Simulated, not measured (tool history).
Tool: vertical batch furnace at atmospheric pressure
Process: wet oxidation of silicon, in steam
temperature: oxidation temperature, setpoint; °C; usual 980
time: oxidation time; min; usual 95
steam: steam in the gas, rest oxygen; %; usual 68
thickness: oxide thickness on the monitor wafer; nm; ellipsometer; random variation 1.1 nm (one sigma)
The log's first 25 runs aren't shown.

run	hour	temperature	time	steam	wafers since the last listed run	hours since the last temperature calibration	hours since the steam generator was serviced	hours since the gauge calibration	read-back reference wafer on the same gauge, thickness	thickness
# hour 2080.5: steam generator serviced
26	2102.1	980	76.5	68	515	156.3	21.6	2736.9	502.38	368.47
27	2160.1	980	95	68	775	214.3	79.6	2794.9	502.19	424.33
# hour 2231.7: gauge calibrated
28	2241.5	980	125	68	1087	295.7	161	9.8	501.97	512.06
29	2331	980	74	63	1195	385.2	250.5	99.3	502.19	345.06
30	2405	1003	95	73	988	459.2	324.5	173.3	501.8	521.85
31	2500.9	1000	95	68	1281	555.1	420.4	269.2	501.6	488.57
32	2590.6	990	49.5	74	1198	644.8	510.1	358.9	501.91	317.91
33	2642.9	960	95	68	698	697.1	562.4	411.2	501.77	369.95
34	2698	966	95	68	736	752.2	617.5	466.3	501.98	388.73
35	2737.2	980	128	68	523	791.4	656.7	505.5	501.81	523.15
36	2809.7	1004	117.5	75	968	863.9	729.2	578	501.8	612.34
37	2914.8	1001	70.5	68	1404	969	834.3	683.1	501.79	409.56
38	2961.2	964	95	68	620	1015.4	880.7	729.5	502.1	383.68

4 ways to go on from here, each from the tool as it stands after run 38. What would each give?
A	2967	980	95	68	77	1021.2	886.5	735.3	?	?
B	2967	1005	95	68	77	1021.2	886.5	735.3	?	?
C	2967	1003	95	72	77	1021.2	886.5	735.3	?	?
D	2967	960	127.5	57	77	1021.2	886.5	735.3	?	?

run	read-back reference wafer on the same gauge, thickness	thickness
A	501.6	432.54
B	501.6	510.11
C	501.6	522.3
D	501.6	403.56
Without the tool's hidden state the same runs would have given:
run	thickness
A	420.63
B	497.94
C	509.84
D	391.47
